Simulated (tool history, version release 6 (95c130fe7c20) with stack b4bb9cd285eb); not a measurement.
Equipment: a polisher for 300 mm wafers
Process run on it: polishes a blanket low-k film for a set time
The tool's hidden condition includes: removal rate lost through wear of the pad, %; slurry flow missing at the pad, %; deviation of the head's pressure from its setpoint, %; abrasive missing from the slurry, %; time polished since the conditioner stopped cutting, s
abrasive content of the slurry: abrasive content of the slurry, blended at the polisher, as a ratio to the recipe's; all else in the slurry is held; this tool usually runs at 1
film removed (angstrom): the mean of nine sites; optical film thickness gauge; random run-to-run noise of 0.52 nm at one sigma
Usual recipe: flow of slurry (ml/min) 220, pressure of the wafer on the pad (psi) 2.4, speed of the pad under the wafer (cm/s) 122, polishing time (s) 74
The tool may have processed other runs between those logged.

run     day  flow of slurry (ml/min)  pressure of the wafer on the pad (psi)  speed of the pad under the wafer (cm/s)  abrasive content of the slurry  polishing time (s)  wafers since the last listed run  wafers polished on this pad  hours since the slurry nozzle was cleaned  hours since the head pressure was calibrated  hours since the slurry blender was calibrated  hours since the conditioning disc was replaced  incoming thickness of the incoming film, nm  film removed (angstrom)
  1       0                      220                                     2.4                                      122                               1                  74                                 0                          363                                      258.7                                         524.6                                          113.6                                             217                                        454.6                      512
  2   1.242                      220                                     2.4                                      122                               1                  74                               343                          706                                      288.5                                         554.4                                          143.4                                           246.8                                        464.6                      495
  3   2.696                      220                                     2.4                                      122                               1                  74                               401                         1108                                      323.4                                         589.3                                          178.3                                           281.7                                        458.3                      492
  4   3.271                      220                                     2.4                                      122                               1                  74                               158                         1267                                      337.2                                         603.1                                          192.1                                           295.5                                        458.7                      484
      3.383  -- slurry blender recalibrated
      3.921  -- conditioning disc replaced and pad reconditioned
  5     4.2                      220                                     2.4                                      122                               1                  74                               210                         1478                                      359.5                                         625.4                                           19.6                                             6.7                                        468.7                      486
  6     5.7                      220                                     2.4                                      122                               1                  74                               414                         1893                                      395.5                                         661.4                                           55.6                                            42.7                                        457.4                      472
       6.45  -- worn pad replaced by a new one
  7   6.704                      220                                     2.4                                      122                               1                  74                               231                           69                                      419.6                                         685.5                                           79.7                                            66.8                                        453.6                      508
      7.117  -- head pressure recalibrated
  8   8.171                      220                                     2.4                                      122                               1                  74                               382                          452                                      454.8                                          25.3                                          114.9                                             102                                        453.9                      507
  9   9.533                      220                                     2.4                                      122                               1                  74                               376                          828                                      487.5                                            58                                          147.6                                           134.7                                        458.1                      494
 10  10.188                      220                                     2.4                                      122                               1                  74                               180                         1009                                      503.2                                          73.7                                          163.3                                           150.4                                        453.8                      497
     11.442  -- slurry blender recalibrated
 11  11.462                      220                                     2.4                                      122                               1                  74                               329                         1339                                      533.8                                         104.3                                            0.5                                             181                                        460.4                      485
     12.521  -- worn pad replaced by a new one
 12  12.762                      220                                     3.2                                      152                             0.9                  96                               313                           66                                        565                                         135.5                                           31.7                                           212.2                                        463.3                     1023
 13  13.612                      185                                     2.4                                      122                             0.8                  74                               234                          301                                      585.4                                         155.9                                           52.1                                           232.6                                        459.6                      455
     14.262  -- slurry nozzle cleaned
 14  14.704                      220                                     2.4                                      122                               1                  74                               290                          591                                       10.6                                         182.1                                           78.3                                           258.8                                        464.9                      506
 15  15.292                      250                                     2.4                                      122                               1                  52                               162                          754                                       24.7                                         196.2                                           92.4                                           272.9                                        457.8                      358
 16  16.275                      220                                     2.1                                      122                             1.3                  74                               271                         1026                                       48.3                                         219.8                                            116                                           296.5                                        458.9                      485
     18.017  -- slurry blender recalibrated
     18.812  -- worn pad replaced by a new one
     19.229  -- conditioning disc replaced and pad reconditioned
 17  20.733                      175                                     2.9                                       86                               1                  66                              1140                          508                                      155.3                                         326.8                                           65.2                                            36.1                                        463.5                      396
 18  21.883                      220                                     2.4                                      122                               1                  74                               317                          825                                      182.9                                         354.4                                           92.8                                            63.7                                        461.3                      486
 19  22.838                      185                                     2.4                                      102                               1                  96                               263                         1089                                      205.8                                         377.3                                          115.7                                            86.6                                          460                      552
 20  23.417                      270                                     2.4                                      152                            0.85                  74                               160                         1249                                      219.7                                         391.2                                          129.6                                           100.5                                        452.5                      544
     24.938  -- worn pad replaced by a new one
      26.15  -- slurry blender recalibrated
 21  26.883                      220                                     2.4                                      122                               1                  74                               889                          515                                      302.9                                         474.4                                           17.6                                           183.7                                        463.8                      493
 22  27.833                      220                                     2.4                                      122                               1                  74                               262                          777                                      325.7                                         497.2                                           40.4                                           206.5                                        454.5                      493
 23  28.412                      220                                     2.4                                       80                             1.1                  74                               160                          937                                      339.6                                         511.1                                           54.3                                           220.4                                        453.2                      366
 24  28.967                      220                                     2.7                                      156                               1                  74                               153                         1091                                      352.9                                         524.4                                           67.6                                           233.7                                        461.8                      657
 25  30.008                      155                                     2.4                                      122                            1.25                  74                               287                         1379                                      377.9                                         549.4                                           92.6                                           258.7                                        457.9                      508
 26  30.612                      245                                     2.1                                      122                            1.15                  86                               167                         1546                                      392.4                                         563.9                                          107.1                                           273.2                                        453.2                      505

Forecast each of these 3 alternatives for the next run:
  A  30.629                      220                                     2.4                                      122                               1                  74                                 4                         1550                                      392.8                                         564.3                                          107.5                                           273.6                                        458.5                        ?
  B  30.629                      285                                     2.4                                      122                             1.2                  86                                 4                         1550                                      392.8                                         564.3                                          107.5                                           273.6                                        458.5                        ?
  C  30.629                      220                                     2.4                                      164                               1                  74                                 4                         1550                                      392.8                                         564.3                                          107.5                                           273.6                                        458.5                        ?

run  film removed (angstrom)
  A                      477
  B                      611
  C                      604
With no hidden state in the tool, these same runs would have given:
run  film removed (angstrom)
  A                      520
  B                      666
  C                      659
